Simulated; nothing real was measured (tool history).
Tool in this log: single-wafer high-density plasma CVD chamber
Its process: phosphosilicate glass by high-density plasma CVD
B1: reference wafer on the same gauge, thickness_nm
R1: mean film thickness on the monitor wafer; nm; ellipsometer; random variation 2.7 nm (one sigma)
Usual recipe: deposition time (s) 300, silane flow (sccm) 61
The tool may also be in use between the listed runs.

run 1 hour=0 | deposition_time_(s)=320 silane_flow_(sccm)=54 | B1=1643.442 | R1=1693.043
run 2 hour=11.2 | deposition_time_(s)=320 silane_flow_(sccm)=54 | B1=1643.924 | R1=1698.898
run 3 hour=23 | deposition_time_(s)=300 silane_flow_(sccm)=61 | B1=1644.001 | R1=1779.683
run 4 hour=32 | deposition_time_(s)=300 silane_flow_(sccm)=61 | B1=1644.632 | R1=1781.512
run 5 hour=45 | deposition_time_(s)=261 silane_flow_(sccm)=54 | B1=1645.257 | R1=1385.879
run 6 hour=55.5 | deposition_time_(s)=261 silane_flow_(sccm)=54 | B1=1645.754 | R1=1387.914
run 7 hour=67.1 | deposition_time_(s)=261 silane_flow_(sccm)=54 | B1=1646.124 | R1=1388.99
run 8 hour=84.2 | deposition_time_(s)=300 silane_flow_(sccm)=61 | B1=1647.449 | R1=1782.717
run 9 hour=92.6 | deposition_time_(s)=300 silane_flow_(sccm)=65 | B1=1646.448 | R1=1891.042
run 10 hour=102.2 | deposition_time_(s)=300 silane_flow_(sccm)=65 | B1=1648.325 | R1=1892.653
run 11 hour=114.7 | deposition_time_(s)=300 silane_flow_(sccm)=65 | B1=1648.136 | R1=1894.086
run 12 hour=122.9 | deposition_time_(s)=300 silane_flow_(sccm)=61 | B1=1649.126 | R1=1787.17
run 13 hour=132.5 | deposition_time_(s)=300 silane_flow_(sccm)=61 | B1=1649.196 | R1=1785.095
run 14 hour=145.3 | deposition_time_(s)=330 silane_flow_(sccm)=68 | B1=1649.053 | R1=2170.028
run 15 hour=154 | deposition_time_(s)=259 silane_flow_(sccm)=61 | B1=1650.347 | R1=1541.058
run 16 hour=185.6 | deposition_time_(s)=323 silane_flow_(sccm)=68 | B1=1650.608 | R1=2131.784
run 17 hour=198.7 | deposition_time_(s)=300 silane_flow_(sccm)=61 | B1=1652.057 | R1=1789.622
-- hour=210.6 silane flow controller replaced
run 18 hour=214.2 | deposition_time_(s)=300 silane_flow_(sccm)=61 | B1=1652.085 | R1=1791.537
-- hour=218.6 gauge calibrated
run 19 hour=222.8 | deposition_time_(s)=265 silane_flow_(sccm)=58 | B1=1639.439 | R1=1500.59
run 20 hour=231.6 | deposition_time_(s)=300 silane_flow_(sccm)=61 | B1=1639.53 | R1=1779.455
run 21 hour=237.9 | deposition_time_(s)=253 silane_flow_(sccm)=73 | B1=1640.229 | R1=1762.334
run 22 hour=254.9 | deposition_time_(s)=285 silane_flow_(sccm)=67 | B1=1640.554 | R1=1839.644
run 23 hour=261.9 | deposition_time_(s)=300 silane_flow_(sccm)=61 | B1=1640.985 | R1=1775.363
run 24 hour=277.6 | deposition_time_(s)=279 silane_flow_(sccm)=68 | B1=1641.672 | R1=1826.448
run 25 hour=292.4 | deposition_time_(s)=300 silane_flow_(sccm)=61 | B1=1642.699 | R1=1776.653
run 26 hour=310.4 | deposition_time_(s)=320 silane_flow_(sccm)=61 | B1=1642.653 | R1=1897.686
run 27 hour=319.1 | deposition_time_(s)=340 silane_flow_(sccm)=61 | B1=1643.593 | R1=2018.679

Predict each of these 4 candidate next runs independently; none follows another, all start after run 27:
run A hour=319.6 | deposition_time_(s)=300 silane_flow_(sccm)=61 | B1=? | R1=?
run B hour=319.6 | deposition_time_(s)=245 silane_flow_(sccm)=53 | B1=? | R1=?
run C hour=319.6 | deposition_time_(s)=279 silane_flow_(sccm)=64 | B1=? | R1=?
run D hour=319.6 | deposition_time_(s)=300 silane_flow_(sccm)=49 | B1=? | R1=?

run=A B1=1643.143 R1=1783.398
run=B B1=1643.143 R1=1281.47
run=C B1=1643.143 R1=1733.28
run=D B1=1643.143 R1=1462.022
Without the tool's unlogged condition, the same runs would have read:
run=A R1=1779.485
run=B R1=1278.659
run=C R1=1729.477
run=D R1=1458.814

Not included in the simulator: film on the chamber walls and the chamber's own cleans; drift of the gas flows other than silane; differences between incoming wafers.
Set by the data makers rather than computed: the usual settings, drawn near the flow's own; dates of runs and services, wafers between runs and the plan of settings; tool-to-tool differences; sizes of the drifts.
